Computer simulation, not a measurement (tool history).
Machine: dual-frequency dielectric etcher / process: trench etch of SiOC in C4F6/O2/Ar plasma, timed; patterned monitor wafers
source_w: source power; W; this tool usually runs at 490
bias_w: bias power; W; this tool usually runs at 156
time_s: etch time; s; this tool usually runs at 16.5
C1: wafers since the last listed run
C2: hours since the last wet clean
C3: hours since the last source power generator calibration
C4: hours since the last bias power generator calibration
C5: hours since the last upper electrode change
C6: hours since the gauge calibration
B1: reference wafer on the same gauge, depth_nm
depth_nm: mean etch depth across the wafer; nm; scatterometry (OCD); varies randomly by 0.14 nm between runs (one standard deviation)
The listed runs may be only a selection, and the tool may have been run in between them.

run 1 hour=0.0 | source_w=490 bias_w=156 time_s=19.0 | C1=0 C2=136.4 C3=1969.1 C4=529.4 C5=1279.0 C6=510.6 | B1=31.78 | depth_nm=42.12
run 2 hour=95.8 | source_w=490 bias_w=156 time_s=19.0 | C1=968 C2=232.2 C3=2064.9 C4=625.2 C5=1374.8 C6=606.4 | B1=31.85 | depth_nm=42.68
-- hour=225.6 wet clean of the chamber
run 3 hour=261.0 | source_w=490 bias_w=156 time_s=16.5 | C1=1427 C2=35.4 C3=2230.1 C4=790.4 C5=1540.0 C6=771.6 | B1=31.81 | depth_nm=36.02
run 4 hour=297.1 | source_w=540 bias_w=176 time_s=16.5 | C1=364 C2=71.5 C3=2266.2 C4=826.5 C5=1576.1 C6=807.7 | B1=31.81 | depth_nm=39.31
run 5 hour=352.1 | source_w=490 bias_w=156 time_s=16.5 | C1=556 C2=126.5 C3=2321.2 C4=881.5 C5=1631.1 C6=862.7 | B1=31.82 | depth_nm=36.31
run 6 hour=399.9 | source_w=490 bias_w=156 time_s=18.5 | C1=483 C2=174.3 C3=2369.0 C4=929.3 C5=1678.9 C6=910.5 | B1=31.81 | depth_nm=40.32
run 7 hour=455.2 | source_w=490 bias_w=156 time_s=16.5 | C1=559 C2=229.6 C3=2424.3 C4=984.6 C5=1734.2 C6=965.8 | B1=31.79 | depth_nm=36.32
run 8 hour=548.5 | source_w=490 bias_w=128 time_s=16.5 | C1=943 C2=322.9 C3=2517.6 C4=1077.9 C5=1827.5 C6=1059.1 | B1=31.81 | depth_nm=35.17
-- hour=587.4 gauge calibrated
run 9 hour=594.6 | source_w=490 bias_w=128 time_s=16.5 | C1=466 C2=369.0 C3=2563.7 C4=1124.0 C5=1873.6 C6=7.2 | B1=31.76 | depth_nm=35.14
-- hour=648.8 wet clean of the chamber
run 10 hour=666.5 | source_w=440 bias_w=148 time_s=16.5 | C1=484 C2=17.7 C3=2635.6 C4=1195.9 C5=1945.5 C6=79.1 | B1=31.81 | depth_nm=33.25
run 11 hour=703.6 | source_w=440 bias_w=148 time_s=16.5 | C1=375 C2=54.8 C3=2672.7 C4=1233.0 C5=1982.6 C6=116.2 | B1=31.78 | depth_nm=33.59
run 12 hour=745.6 | source_w=440 bias_w=148 time_s=16.5 | C1=424 C2=96.8 C3=2714.7 C4=1275.0 C5=2024.6 C6=158.2 | B1=31.83 | depth_nm=33.40
-- hour=777.3 source power generator calibrated
-- hour=824.3 upper electrode replaced
run 13 hour=824.8 | source_w=420 bias_w=156 time_s=16.5 | C1=517 C2=176.0 C3=47.5 C4=1354.2 C5=0.5 C6=237.4 | B1=31.80 | depth_nm=34.07
run 14 hour=871.3 | source_w=420 bias_w=156 time_s=16.5 | C1=470 C2=222.5 C3=94.0 C4=1400.7 C5=47.0 C6=283.9 | B1=31.80 | depth_nm=34.31
run 15 hour=933.0 | source_w=490 bias_w=156 time_s=16.5 | C1=623 C2=284.2 C3=155.7 C4=1462.4 C5=108.7 C6=345.6 | B1=31.79 | depth_nm=38.00
-- hour=999.0 wet clean of the chamber
run 16 hour=999.5 | source_w=520 bias_w=156 time_s=16.5 | C1=429 C2=0.5 C3=222.2 C4=1528.9 C5=175.2 C6=412.1 | B1=31.81 | depth_nm=37.71
run 17 hour=1022.6 | source_w=490 bias_w=193 time_s=16.5 | C1=233 C2=23.6 C3=245.3 C4=1552.0 C5=198.3 C6=435.2 | B1=31.82 | depth_nm=39.05
run 18 hour=1069.7 | source_w=490 bias_w=128 time_s=18.0 | C1=476 C2=70.7 C3=292.4 C4=1599.1 C5=245.4 C6=482.3 | B1=31.77 | depth_nm=38.19
run 19 hour=1107.5 | source_w=490 bias_w=156 time_s=16.5 | C1=382 C2=108.5 C3=330.2 C4=1636.9 C5=283.2 C6=520.1 | B1=31.77 | depth_nm=36.98
run 20 hour=1139.3 | source_w=490 bias_w=193 time_s=16.5 | C1=321 C2=140.3 C3=362.0 C4=1668.7 C5=315.0 C6=551.9 | B1=31.82 | depth_nm=39.31
run 21 hour=1167.0 | source_w=390 bias_w=137 time_s=13.0 | C1=280 C2=168.0 C3=389.7 C4=1696.4 C5=342.7 C6=579.6 | B1=31.77 | depth_nm=24.68

The next listed run, before its measurement:
run 22 hour=1212.2 | source_w=460 bias_w=156 time_s=16.5 | C1=457 C2=213.2 C3=434.9 C4=1741.6 C5=387.9 C6=624.8 | B1=? | depth_nm=?

B1: 31.77
depth_nm: 36.16 nm
Had the tool carried no hidden state, the very same run would have given depth_nm 35.52 nm.
